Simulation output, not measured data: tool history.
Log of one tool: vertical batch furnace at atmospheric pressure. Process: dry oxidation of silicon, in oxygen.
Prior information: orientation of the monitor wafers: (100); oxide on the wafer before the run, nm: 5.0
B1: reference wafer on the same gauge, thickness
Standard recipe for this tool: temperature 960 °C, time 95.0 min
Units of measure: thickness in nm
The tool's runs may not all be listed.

{"run": 1, "day": 0.0, "temperature": 960, "time": 95.0, "B1": 51.43, "thickness": 50.02}
{"run": 2, "day": 0.646, "temperature": 960, "time": 95.0, "B1": 51.36, "thickness": 50.16}
{"run": 3, "day": 1.175, "temperature": 945, "time": 120.5, "B1": 51.35, "thickness": 51.36}
{"run": 4, "day": 2.625, "temperature": 945, "time": 120.5, "B1": 51.43, "thickness": 51.12}
{"run": 5, "day": 4.092, "temperature": 945, "time": 120.5, "B1": 51.41, "thickness": 51.48}
{"run": 6, "day": 4.75, "temperature": 960, "time": 95.0, "B1": 51.39, "thickness": 50.49}
{"run": 7, "day": 5.508, "temperature": 960, "time": 95.0, "B1": 51.35, "thickness": 50.11}
{"run": 8, "day": 6.462, "temperature": 960, "time": 95.0, "B1": 51.39, "thickness": 50.19}
{"run": 9, "day": 7.088, "temperature": 968, "time": 72.5, "B1": 51.37, "thickness": 44.54}
{"run": 10, "day": 7.633, "temperature": 968, "time": 72.5, "B1": 51.39, "thickness": 44.44}
{"run": 11, "day": 9.05, "temperature": 968, "time": 72.5, "B1": 51.39, "thickness": 44.6}
{"run": 12, "day": 10.033, "temperature": 960, "time": 95.0, "B1": 51.41, "thickness": 49.9}
{"run": 13, "day": 10.608, "temperature": 960, "time": 95.0, "B1": 51.36, "thickness": 50.27}
{"day": 10.904, "done": "gauge calibrated"}
{"run": 14, "day": 11.612, "temperature": 960, "time": 95.0, "B1": 51.41, "thickness": 50.16}
{"run": 15, "day": 12.625, "temperature": 960, "time": 116.5, "B1": 51.37, "thickness": 57.24}
{"run": 16, "day": 16.812, "temperature": 960, "time": 116.5, "B1": 51.43, "thickness": 57.61}
{"run": 17, "day": 17.733, "temperature": 960, "time": 95.0, "B1": 51.38, "thickness": 50.14}
{"run": 18, "day": 19.033, "temperature": 982, "time": 142.0, "B1": 51.42, "thickness": 77.52}
{"run": 19, "day": 19.792, "temperature": 972, "time": 82.5, "B1": 51.46, "thickness": 49.95}
{"run": 20, "day": 20.842, "temperature": 960, "time": 95.0, "B1": 51.31, "thickness": 50.11}
{"day": 22.742, "done": "thermocouples replaced and temperature profile calibrated"}
{"day": 22.792, "done": "boat lift adjusted"}
{"run": 21, "day": 22.812, "temperature": 960, "time": 95.0, "B1": 51.42, "thickness": 49.27}
{"run": 22, "day": 23.042, "temperature": 948, "time": 51.5, "B1": 51.39, "thickness": 29.68}
{"run": 23, "day": 24.233, "temperature": 943, "time": 66.0, "B1": 51.44, "thickness": 33.06}
{"run": 24, "day": 25.588, "temperature": 975, "time": 54.0, "B1": 51.36, "thickness": 37.88}
{"run": 25, "day": 26.812, "temperature": 983, "time": 133.0, "B1": 51.44, "thickness": 74.01}
{"run": 26, "day": 27.917, "temperature": 946, "time": 69.5, "B1": 51.44, "thickness": 35.02}
{"run": 27, "day": 29.017, "temperature": 976, "time": 95.0, "B1": 51.37, "thickness": 55.82}
{"run": 28, "day": 32.783, "temperature": 960, "time": 79.5, "B1": 51.41, "thickness": 43.89}
{"run": 29, "day": 33.454, "temperature": 979, "time": 50.5, "B1": 51.38, "thickness": 37.77}
{"run": 30, "day": 34.721, "temperature": 942, "time": 51.5, "B1": 51.44, "thickness": 27.95}
{"run": 31, "day": 35.721, "temperature": 960, "time": 95.0, "B1": 51.42, "thickness": 49.56}
{"run": 32, "day": 36.738, "temperature": 982, "time": 95.0, "B1": 51.36, "thickness": 58.15}
{"run": 33, "day": 38.008, "temperature": 973, "time": 95.0, "B1": 51.42, "thickness": 54.34}
{"run": 34, "day": 38.725, "temperature": 946, "time": 118.5, "B1": 51.45, "thickness": 50.31}
{"run": 35, "day": 39.329, "temperature": 970, "time": 63.5, "B1": 51.38, "thickness": 40.88}
{"run": 36, "day": 40.188, "temperature": 960, "time": 112.5, "B1": 51.39, "thickness": 55.53}
{"run": 37, "day": 40.833, "temperature": 978, "time": 95.0, "B1": 51.32, "thickness": 56.84}
{"run": 38, "day": 41.679, "temperature": 945, "time": 135.0, "B1": 51.38, "thickness": 54.5}

Forecast each of these 5 alternatives for the next run:
{"run": "A", "day": 41.917, "temperature": 960, "time": 60.0, "B1": "?", "thickness": "?"}
{"run": "B", "day": 41.917, "temperature": 938, "time": 81.0, "B1": "?", "thickness": "?"}
{"run": "C", "day": 41.917, "temperature": 960, "time": 83.0, "B1": "?", "thickness": "?"}
{"run": "D", "day": 41.917, "temperature": 940, "time": 110.0, "B1": "?", "thickness": "?"}
{"run": "E", "day": 41.917, "temperature": 979, "time": 61.5, "B1": "?", "thickness": "?"}

run=A B1=51.50 thickness=36.50
run=B B1=51.50 thickness=35.81
run=C B1=51.50 thickness=44.96
run=D B1=51.50 thickness=44.84
run=E B1=51.50 thickness=42.62
With no hidden state in the tool, these same runs would have given:
run=A thickness=36.53
run=B thickness=35.85
run=C thickness=45.00
run=D thickness=44.89
run=E thickness=42.65
